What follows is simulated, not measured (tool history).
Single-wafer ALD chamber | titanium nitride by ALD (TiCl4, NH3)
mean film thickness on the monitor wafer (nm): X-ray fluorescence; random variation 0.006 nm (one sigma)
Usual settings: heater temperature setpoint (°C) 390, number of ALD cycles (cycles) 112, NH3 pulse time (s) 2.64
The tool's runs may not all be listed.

| run | hour | heater temperature setpoint (°C) | number of ALD cycles (cycles) | NH3 pulse time (s) | read-back reference wafer on the same gauge, thickness_nm | mean film thickness on the monitor wafer (nm) |
|---|---|---|---|---|---|---|
| 1 | 0 | 390 | 112 | 2.64 | 2.484 | 2.375 |
| 2 | 48.6 | 390 | 112 | 2.64 | 2.479 | 2.374 |
| 3 | 82.6 | 390 | 112 | 2.64 | 2.481 | 2.366 |
| 4 | 110.8 | 381 | 106 | 2.64 | 2.479 | 2.226 |
| 5 | 151.4 | 381 | 106 | 2.64 | 2.48 | 2.226 |
| 6 | 186.8 | 390 | 112 | 2.64 | 2.478 | 2.364 |
| 7 | 226.5 | 390 | 112 | 2.64 | 2.477 | 2.364 |
| 8 | 288.3 | 379 | 112 | 2.64 | 2.477 | 2.357 |
|  | 347.9 | showerhead replaced |
| 9 | 348.4 | 390 | 132 | 3.1 | 2.477 | 2.796 |
| 10 | 412.9 | 381 | 106 | 2.64 | 2.473 | 2.223 |
| 11 | 439.7 | 376 | 119 | 2.64 | 2.476 | 2.475 |
|  | 539.7 | thermocouple changed; heater temperature recalibrated |
|  | 572.6 | gauge calibrated |
| 12 | 654.3 | 385 | 112 | 2.01 | 2.504 | 2.368 |
| 13 | 697.1 | 398 | 121 | 2.64 | 2.499 | 2.582 |
| 14 | 742.2 | 390 | 112 | 2.64 | 2.498 | 2.369 |

Consider 5 possible next runs. They are alternatives, not a sequence: every one starts from the tool as it was left by run 14. What does each give?
| A | 742.9 | 390 | 112 | 2.64 | ? | ? |
| B | 742.9 | 390 | 104 | 2.64 | ? | ? |
| C | 742.9 | 379 | 106 | 1.84 | ? | ? |
| D | 742.9 | 383 | 112 | 3.18 | ? | ? |
| E | 742.9 | 379 | 131 | 2.64 | ? | ? |

| run | read-back reference wafer on the same gauge, thickness_nm | mean film thickness on the monitor wafer (nm) |
|---|---|---|
| A | 2.497 | 2.386 |
| B | 2.497 | 2.216 |
| C | 2.497 | 2.225 |
| D | 2.497 | 2.387 |
| E | 2.497 | 2.773 |
Without the tool's unlogged condition, the same runs would have read:
| run | mean film thickness on the monitor wafer (nm) |
|---|---|
| A | 2.399 |
| B | 2.228 |
| C | 2.237 |
| D | 2.4 |
| E | 2.788 |
